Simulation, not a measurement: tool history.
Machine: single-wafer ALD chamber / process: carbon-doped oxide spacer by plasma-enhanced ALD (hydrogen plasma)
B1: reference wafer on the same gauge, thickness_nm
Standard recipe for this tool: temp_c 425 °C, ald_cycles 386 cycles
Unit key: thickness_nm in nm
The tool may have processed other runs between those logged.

Run 1, hour 0: usual settings but temp_c 436 °C; B1 19.899. Result: thickness_nm 17.506 nm.
At hour 8.9: gauge calibrated.
Run 2, hour 14.9: usual settings but temp_c 436 °C; B1 19.898. Result: thickness_nm 17.54 nm.
Run 3, hour 30.9: usual settings; B1 19.906. Result: thickness_nm 18.058 nm.
Run 4, hour 43.4: usual settings but ald_cycles 426 cycles; B1 19.899. Result: thickness_nm 19.914 nm.
Run 5, hour 49.8: usual settings; B1 19.902. Result: thickness_nm 18.147 nm.
Run 6, hour 62.5: usual settings; B1 19.899. Result: thickness_nm 18.136 nm.
Run 7, hour 78.9: usual settings; B1 19.896. Result: thickness_nm 18.033 nm.
Run 8, hour 94.8: usual settings; B1 19.896. Result: thickness_nm 18.08 nm.
Run 9, hour 109.6: usual settings; B1 19.899. Result: thickness_nm 18.144 nm.
At hour 117.3: gauge calibrated.
At hour 128.7: thermocouple changed; heater temperature recalibrated.
Run 10, hour 129.2: usual settings but temp_c 413 °C; B1 19.89. Result: thickness_nm 18.81 nm.
Run 11, hour 137.4: usual settings but ald_cycles 358 cycles; B1 19.904. Result: thickness_nm 16.823 nm.
Run 12, hour 146.5: usual settings; B1 19.896. Result: thickness_nm 18.13 nm.
Run 13, hour 156.6: usual settings but temp_c 415 °C, ald_cycles 328 cycles; B1 19.89. Result: thickness_nm 15.846 nm.
Run 14, hour 167.7: usual settings but ald_cycles 439 cycles; B1 19.907. Result: thickness_nm 20.573 nm.
Run 15, hour 174.5: usual settings but temp_c 437 °C, ald_cycles 415 cycles; B1 19.909. Result: thickness_nm 18.763 nm.
Run 16, hour 190: usual settings but temp_c 420 °C, ald_cycles 367 cycles; B1 19.894. Result: thickness_nm 17.499 nm.
Run 17, hour 206.7: usual settings but temp_c 411 °C, ald_cycles 434 cycles; B1 19.899. Result: thickness_nm 21.163 nm.
Run 18, hour 223.8: usual settings but temp_c 412 °C, ald_cycles 341 cycles; B1 19.898. Result: thickness_nm 16.578 nm.

Branching from run 18: 4 alternative next runs. What would each branch give?
Run A, hour 224.8: usual settings; B1 ?. Result: thickness_nm ?.
Run B, hour 224.8: usual settings but temp_c 412 °C; B1 ?. Result: thickness_nm ?.
Run C, hour 224.8: usual settings but temp_c 411 °C, ald_cycles 359 cycles; B1 ?. Result: thickness_nm ?.
Run D, hour 224.8: usual settings but temp_c 415 °C, ald_cycles 323 cycles; B1 ?. Result: thickness_nm ?.

run    B1  thickness_nm
  A  19.9        18.101
  B  19.9        18.823
  C  19.9        17.558
  D  19.9        15.612
Had the tool no hidden state, the same runs would have come out as:
run  thickness_nm
  A        18.101
  B        18.823
  C        17.558
  D        15.612
